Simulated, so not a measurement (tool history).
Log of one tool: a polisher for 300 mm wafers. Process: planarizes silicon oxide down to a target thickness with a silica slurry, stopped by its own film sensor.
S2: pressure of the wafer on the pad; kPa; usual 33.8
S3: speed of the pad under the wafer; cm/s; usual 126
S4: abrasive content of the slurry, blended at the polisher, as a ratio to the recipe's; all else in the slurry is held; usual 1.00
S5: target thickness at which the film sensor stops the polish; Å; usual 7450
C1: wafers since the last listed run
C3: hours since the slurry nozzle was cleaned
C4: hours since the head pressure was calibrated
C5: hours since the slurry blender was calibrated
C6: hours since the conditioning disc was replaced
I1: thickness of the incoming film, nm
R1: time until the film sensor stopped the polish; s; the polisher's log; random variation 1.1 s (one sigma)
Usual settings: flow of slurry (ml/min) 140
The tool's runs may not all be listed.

run 1 day=0.000 | flow_of_slurry_(ml/min)=140 S2=33.8 S3=126 S4=1.00 S5=7450 | C1=0 wafers_polished_on_this_pad=728 C3=174.5 C4=379.2 C5=273.8 C6=211.0 | I1=1222.3 | R1=132.4
run 2 day=1.117 | flow_of_slurry_(ml/min)=115 S2=33.8 S3=126 S4=1.00 S5=7450 | C1=142 wafers_polished_on_this_pad=871 C3=201.3 C4=406.0 C5=300.6 C6=237.8 | I1=1204.1 | R1=132.2
run 3 day=1.800 | flow_of_slurry_(ml/min)=115 S2=33.8 S3=126 S4=1.00 S5=7450 | C1=87 wafers_polished_on_this_pad=959 C3=217.7 C4=422.4 C5=317.0 C6=254.2 | I1=1219.9 | R1=137.5
-- day=2.538 worn pad replaced by a new one
run 4 day=2.554 | flow_of_slurry_(ml/min)=115 S2=33.8 S3=126 S4=1.00 S5=7450 | C1=75 wafers_polished_on_this_pad=1 C3=235.8 C4=440.5 C5=335.1 C6=272.3 | I1=1221.2 | R1=138.3
run 5 day=3.408 | flow_of_slurry_(ml/min)=140 S2=33.8 S3=126 S4=1.00 S5=7450 | C1=109 wafers_polished_on_this_pad=111 C3=256.3 C4=461.0 C5=355.6 C6=292.8 | I1=1205.9 | R1=129.8
run 6 day=4.471 | flow_of_slurry_(ml/min)=140 S2=33.8 S3=126 S4=1.00 S5=7450 | C1=136 wafers_polished_on_this_pad=247 C3=281.8 C4=486.5 C5=381.1 C6=318.3 | I1=1220.7 | R1=137.5
-- day=4.725 slurry nozzle cleaned
run 7 day=5.021 | flow_of_slurry_(ml/min)=140 S2=33.8 S3=126 S4=1.00 S5=7450 | C1=65 wafers_polished_on_this_pad=312 C3=7.1 C4=499.7 C5=394.3 C6=331.5 | I1=1200.4 | R1=123.2
run 8 day=5.654 | flow_of_slurry_(ml/min)=140 S2=33.8 S3=126 S4=1.00 S5=7450 | C1=81 wafers_polished_on_this_pad=393 C3=22.3 C4=514.9 C5=409.5 C6=346.7 | I1=1223.4 | R1=131.0
-- day=7.192 slurry blender recalibrated
run 9 day=7.212 | flow_of_slurry_(ml/min)=140 S2=40.0 S3=142 S4=1.00 S5=6550 | C1=188 wafers_polished_on_this_pad=582 C3=59.7 C4=552.3 C5=0.5 C6=384.1 | I1=1206.5 | R1=115.2
run 10 day=7.721 | flow_of_slurry_(ml/min)=140 S2=22.1 S3=160 S4=1.00 S5=7450 | C1=65 wafers_polished_on_this_pad=647 C3=71.9 C4=564.5 C5=12.7 C6=396.3 | I1=1230.8 | R1=168.7
run 11 day=8.333 | flow_of_slurry_(ml/min)=190 S2=39.3 S3=162 S4=1.00 S5=8070 | C1=78 wafers_polished_on_this_pad=726 C3=86.6 C4=579.2 C5=27.4 C6=411.0 | I1=1210.4 | R1=75.0
-- day=8.567 conditioning disc replaced and pad reconditioned
-- day=10.038 worn pad replaced by a new one
-- day=10.417 head pressure recalibrated
run 12 day=11.225 | flow_of_slurry_(ml/min)=140 S2=33.8 S3=126 S4=1.00 S5=7450 | C1=327 wafers_polished_on_this_pad=141 C3=156.0 C4=19.4 C5=96.8 C6=63.8 | I1=1206.6 | R1=128.8
run 13 day=11.988 | flow_of_slurry_(ml/min)=140 S2=33.8 S3=126 S4=1.30 S5=7890 | C1=97 wafers_polished_on_this_pad=238 C3=174.3 C4=37.7 C5=115.1 C6=82.1 | I1=1226.9 | R1=110.8
run 14 day=13.029 | flow_of_slurry_(ml/min)=140 S2=33.8 S3=140 S4=1.00 S5=6300 | C1=133 wafers_polished_on_this_pad=372 C3=199.3 C4=62.7 C5=140.1 C6=107.1 | I1=1214.6 | R1=151.8
run 15 day=14.229 | flow_of_slurry_(ml/min)=175 S2=37.2 S3=126 S4=1.15 S5=7450 | C1=153 wafers_polished_on_this_pad=525 C3=228.1 C4=91.5 C5=168.9 C6=135.9 | I1=1205.0 | R1=107.8
run 16 day=15.425 | flow_of_slurry_(ml/min)=140 S2=33.8 S3=126 S4=1.00 S5=7450 | C1=153 wafers_polished_on_this_pad=678 C3=256.8 C4=120.2 C5=197.6 C6=164.6 | I1=1202.9 | R1=129.6

5 ways to go on from here, each from the tool as it stands after run 16. What would each give?
run A day=15.446 | flow_of_slurry_(ml/min)=140 S2=33.8 S3=126 S4=1.00 S5=7450 | C1=2 wafers_polished_on_this_pad=681 C3=257.3 C4=120.7 C5=198.1 C6=165.1 | I1=1240.6 | R1=?
run B day=15.446 | flow_of_slurry_(ml/min)=140 S2=33.8 S3=126 S4=1.30 S5=6310 | C1=2 wafers_polished_on_this_pad=681 C3=257.3 C4=120.7 C5=198.1 C6=165.1 | I1=1240.6 | R1=?
run C day=15.446 | flow_of_slurry_(ml/min)=140 S2=33.8 S3=126 S4=1.00 S5=9070 | C1=2 wafers_polished_on_this_pad=681 C3=257.3 C4=120.7 C5=198.1 C6=165.1 | I1=1240.6 | R1=?
run D day=15.446 | flow_of_slurry_(ml/min)=115 S2=37.2 S3=126 S4=1.00 S5=7450 | C1=2 wafers_polished_on_this_pad=681 C3=257.3 C4=120.7 C5=198.1 C6=165.1 | I1=1240.6 | R1=?
run E day=15.446 | flow_of_slurry_(ml/min)=140 S2=33.8 S3=126 S4=0.70 S5=6520 | C1=2 wafers_polished_on_this_pad=681 C3=257.3 C4=120.7 C5=198.1 C6=165.1 | I1=1240.6 | R1=?

run=A R1=140.1
run=B R1=156.4
run=C R1=94.3
run=D R1=131.3
run=E R1=192.1
Without the tool's hidden state the same runs would have given:
run=A R1=132.4
run=B R1=147.9
run=C R1=89.1
run=D R1=123.2
run=E R1=181.6
